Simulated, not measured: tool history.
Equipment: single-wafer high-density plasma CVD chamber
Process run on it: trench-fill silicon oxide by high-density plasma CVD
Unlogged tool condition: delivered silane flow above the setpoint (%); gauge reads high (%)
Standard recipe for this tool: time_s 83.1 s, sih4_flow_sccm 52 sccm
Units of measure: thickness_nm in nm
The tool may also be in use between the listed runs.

run,day,time_s,sih4_flow_sccm,wafers since the last listed run,hours since the silane flow controller was replaced,hours since the gauge calibration,"read-back reference wafer on the same gauge, thickness_nm",thickness_nm
1,0,83.1,57,0,2090.5,798.8,436.066,395.236
2,1.542,83.1,57,702,2127.5,835.8,435.476,399.512
3,3.462,83.1,52,875,2173.6,881.9,436.436,367.808
4,5.767,83.1,52,1050,2228.9,937.2,435.422,367.087
# day 6.808: gauge calibrated
5,8.458,83.1,54,1226,2293.5,39.6,436.394,380.167
6,9.75,83.1,54,588,2324.5,70.6,435.994,379.284
7,12.6,83.1,54,1298,2392.9,139,436.294,379.368
8,13.779,83.1,52,537,2421.2,167.3,435.755,367.361
9,14.842,83.1,52,484,2446.7,192.8,435.944,367.952
10,16.908,83.1,52,941,2496.3,242.4,436.187,368.19
11,18.017,83.1,52,505,2522.9,269,436.217,367.755
12,20.512,83.1,52,1137,2582.8,328.9,436.068,366.294
13,22.162,83.1,52,751,2622.4,368.5,435.933,366.444
14,23.371,70.9,52,550,2651.4,397.5,435.738,313.954
15,24.417,83.1,52,476,2676.5,422.6,435.519,366.843
16,29.854,83.1,57,2477,2807,553.1,436.029,397.413
17,31.979,88.8,58,968,2858,604.1,435.949,430.739
18,33.529,83.1,60,706,2895.2,641.3,435.59,416.08
19,34.771,83.1,49,565,2925,671.1,436.244,349.145
20,36.508,83.1,42,791,2966.7,712.8,435.783,305.444
21,39.346,83.1,52,1293,3034.8,780.9,435.735,367.017
22,40.754,83.1,52,641,3068.6,814.7,435.911,367.454
23,43.654,83.1,56,1321,3138.2,884.3,435.747,392.147
# day 44.725: gauge calibrated
24,46.296,77.6,45,1203,3201.6,37.7,435.845,302.972
25,47.996,83.1,62,774,3242.4,78.5,436,427.449
# day 48.35: silane flow controller replaced
26,50.208,83.1,52,856,44.6,131.6,436.065,387.631
27,52.717,83.1,52,1143,104.8,191.8,436.056,386.538
28,55.25,98.3,52,1154,165.6,252.6,435.552,455.622
29,57.567,83.1,52,1055,221.2,308.2,435.849,384.65
30,60.396,94,52,1289,289.1,376.1,435.919,433.031
31,61.55,83.1,57,525,316.8,403.8,435.842,416.092

Selected run-to-run steps in thickness_nm, each split into two signed amounts: the part the tool would show with no hidden state at all (from settings, incoming material and random variation), and the remainder, which goes to the hidden state together with any gauge scatter not common to the measured and the hidden-state-free results:
Run 23 -> 24: time_s 83.1 -> 77.6, sih4_flow_sccm 56 -> 45, gauge calibrated. thickness_nm -89.175 nm: hidden state +5.092, all else -94.267.
Run 24 -> 25: time_s 77.6 -> 83.1, sih4_flow_sccm 45 -> 62. thickness_nm +124.477 nm: hidden state -7.256, all else +131.733.
Run 25 -> 26: sih4_flow_sccm 62 -> 52, silane flow controller replaced. thickness_nm -39.818 nm: hidden state +23.993, all else -63.811.
Run 28 -> 29: time_s 98.3 -> 83.1. thickness_nm -70.972 nm: hidden state -0.384, all else -70.588.
